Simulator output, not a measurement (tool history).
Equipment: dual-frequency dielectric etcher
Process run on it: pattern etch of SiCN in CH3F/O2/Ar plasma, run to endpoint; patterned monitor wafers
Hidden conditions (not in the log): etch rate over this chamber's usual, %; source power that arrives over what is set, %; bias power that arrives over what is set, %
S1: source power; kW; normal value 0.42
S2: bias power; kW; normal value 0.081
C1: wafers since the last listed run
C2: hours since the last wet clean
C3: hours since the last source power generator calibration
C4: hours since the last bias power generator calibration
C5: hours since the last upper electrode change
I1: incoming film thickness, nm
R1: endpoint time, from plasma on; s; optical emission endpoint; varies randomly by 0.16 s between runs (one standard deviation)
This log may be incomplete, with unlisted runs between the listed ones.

Run 1, hour 0: usual settings; C1 0; C2 361.1; C3 3611.7; C4 2297.6; C5 2821.3; I1 9.23. Result: R1 20 s.
At hour 65.1: wet clean of the chamber.
Run 2, hour 249.7: usual settings; C1 2034; C2 184.6; C3 3861.4; C4 2547.3; C5 3071; I1 9.2. Result: R1 19.5 s.
Run 3, hour 332.1: usual settings; C1 742; C2 267; C3 3943.8; C4 2629.7; C5 3153.4; I1 9.27. Result: R1 20 s.
Run 4, hour 406.1: usual settings; C1 667; C2 341; C3 4017.8; C4 2703.7; C5 3227.4; I1 9.15. Result: R1 19.6 s.
Run 5, hour 507.9: usual settings; C1 917; C2 442.8; C3 4119.6; C4 2805.5; C5 3329.2; I1 9.22. Result: R1 20.6 s.
Run 6, hour 546.1: usual settings; C1 344; C2 481; C3 4157.8; C4 2843.7; C5 3367.4; I1 9.22. Result: R1 20.3 s.
At hour 576.3: wet clean of the chamber.
Run 7, hour 603.9: usual settings; C1 304; C2 27.6; C3 4215.6; C4 2901.5; C5 3425.2; I1 9.09. Result: R1 18.8 s.
Run 8, hour 677.8: usual settings; C1 666; C2 101.5; C3 4289.5; C4 2975.4; C5 3499.1; I1 9.26. Result: R1 19.4 s.
At hour 702.2: source power generator calibrated.
Run 9, hour 739.3: usual settings but S1 0.46 kW, S2 0.094 kW; C1 518; C2 163; C3 37.1; C4 3036.9; C5 3560.6; I1 9.14. Result: R1 17.7 s.
Run 10, hour 829.2: usual settings but S1 0.32 kW, S2 0.074 kW; C1 810; C2 252.9; C3 127; C4 3126.8; C5 3650.5; I1 9.24. Result: R1 22.4 s.
Run 11, hour 923.7: usual settings; C1 851; C2 347.4; C3 221.5; C4 3221.3; C5 3745; I1 9.21. Result: R1 20.5 s.
Run 12, hour 983.6: usual settings but S1 0.37 kW, S2 0.099 kW; C1 539; C2 407.3; C3 281.4; C4 3281.2; C5 3804.9; I1 9.21. Result: R1 18.8 s.
At hour 1026.6: wet clean of the chamber.
At hour 1065.3: bias power generator calibrated.
At hour 1097.2: upper electrode replaced.
Run 13, hour 1097.7: usual settings but S1 0.51 kW; C1 559; C2 71.1; C3 395.5; C4 32.4; C5 0.5; I1 9.15. Result: R1 18.3 s.
Run 14, hour 1123.9: usual settings but S1 0.47 kW, S2 0.07 kW; C1 236; C2 97.3; C3 421.7; C4 58.6; C5 26.7; I1 9.3. Result: R1 20.6 s.
Run 15, hour 1200.8: usual settings but S1 0.51 kW; C1 693; C2 174.2; C3 498.6; C4 135.5; C5 103.6; I1 9.17. Result: R1 18.7 s.
Run 16, hour 1248.6: usual settings but S1 0.47 kW, S2 0.09 kW; C1 430; C2 222; C3 546.4; C4 183.3; C5 151.4; I1 9.16. Result: R1 17.9 s.
Run 17, hour 1342: usual settings but S1 0.46 kW, S2 0.063 kW; C1 841; C2 315.4; C3 639.8; C4 276.7; C5 244.8; I1 9.23. Result: R1 22.5 s.
Run 18, hour 1385: usual settings but S1 0.46 kW, S2 0.066 kW; C1 387; C2 358.4; C3 682.8; C4 319.7; C5 287.8; I1 9.2. Result: R1 21.6 s.
Run 19, hour 1436.1: usual settings but S1 0.35 kW, S2 0.091 kW; C1 460; C2 409.5; C3 733.9; C4 370.8; C5 338.9; I1 9.12. Result: R1 19.8 s.

State the hidden condition of the tool at each of the runs:
source power that arrives over what is set, %: 0 in every run
bias power that arrives over what is set, %: 0 in every run
H1: etch rate over this chamber's usual, %
run      H1
  1   -3.83
  2   -2.91
  3   -3.87
  4   -4.73
  5   -5.91
  6   -6.35
  7  -0.868
  8   -1.72
  9   -2.44
 10   -3.48
 11   -4.58
 12   -5.27
 13  -0.987
 14   -1.29
 15   -2.18
 16   -2.74
 17   -3.82
 18   -4.32
 19   -4.91
